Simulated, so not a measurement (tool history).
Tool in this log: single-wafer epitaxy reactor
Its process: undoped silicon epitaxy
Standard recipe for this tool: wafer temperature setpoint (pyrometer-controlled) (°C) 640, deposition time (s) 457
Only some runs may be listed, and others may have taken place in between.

run,hour,wafer temperature setpoint (pyrometer-controlled) (°C),deposition time (s),wafers since the last listed run,hours since the last pyrometer calibration,hours since the gauge calibration,"read-back reference wafer on the same gauge, thickness_nm",mean film thickness on the monitor wafer (angstrom)
1,0.0,636,457,0,1484.2,75.8,55.893,634.41
2,32.1,636,457,180,1516.3,107.9,55.900,633.74
3,52.7,636,457,116,1536.9,128.5,55.826,628.15
4,72.0,640,457,108,1556.2,147.8,55.888,688.71
5,89.5,640,457,98,1573.7,165.3,55.881,681.74
6,108.1,640,457,104,1592.3,183.9,55.826,682.33
# hour 109.3: gauge calibrated
7,123.4,640,457,86,1607.6,14.1,55.898,681.27
8,142.5,629,513,107,1626.7,33.2,55.959,615.46
9,173.6,628,416,175,1657.8,64.3,55.872,493.92
10,202.6,633,504,163,1686.8,93.3,55.881,652.75
# hour 219.2: pyrometer calibrated
11,220.6,647,416,56,1.4,111.3,55.966,569.11
12,256.5,646,457,202,37.3,147.2,55.891,614.04
13,275.8,640,526,108,56.6,166.5,55.861,630.37
# hour 280.6: gauge calibrated
# hour 284.3: pyrometer calibrated, repeated, since the last time left the tool worse
14,292.5,640,457,49,8.2,11.9,55.982,643.51
15,327.3,625,526,196,43.0,46.7,55.924,557.74

Hidden condition of the tool, last listed run before each entry between runs versus first listed run after:
Run 6 -> run 7: gauge calibrated (hour 109.3)
  wafer temperature above the value expected at the setpoint (K): 4.16 -> 4.18
  measured minus no-state result, mean film thickness on the monitor wafer (angstrom): +53.27 -> +53.32
Run 10 -> run 11: pyrometer calibrated (hour 219.2)
  wafer temperature above the value expected at the setpoint (K): 4.23 -> -7.26
  measured minus no-state result, mean film thickness on the monitor wafer (angstrom): +52.39 -> -86.37
Run 13 -> run 14: gauge calibrated (hour 280.6); pyrometer calibrated, repeated, since the last time left the tool worse (hour 284.3)
  wafer temperature above the value expected at the setpoint (K): -6.83 -> 1.43
  measured minus no-state result, mean film thickness on the monitor wafer (angstrom): -90.97 -> +17.77
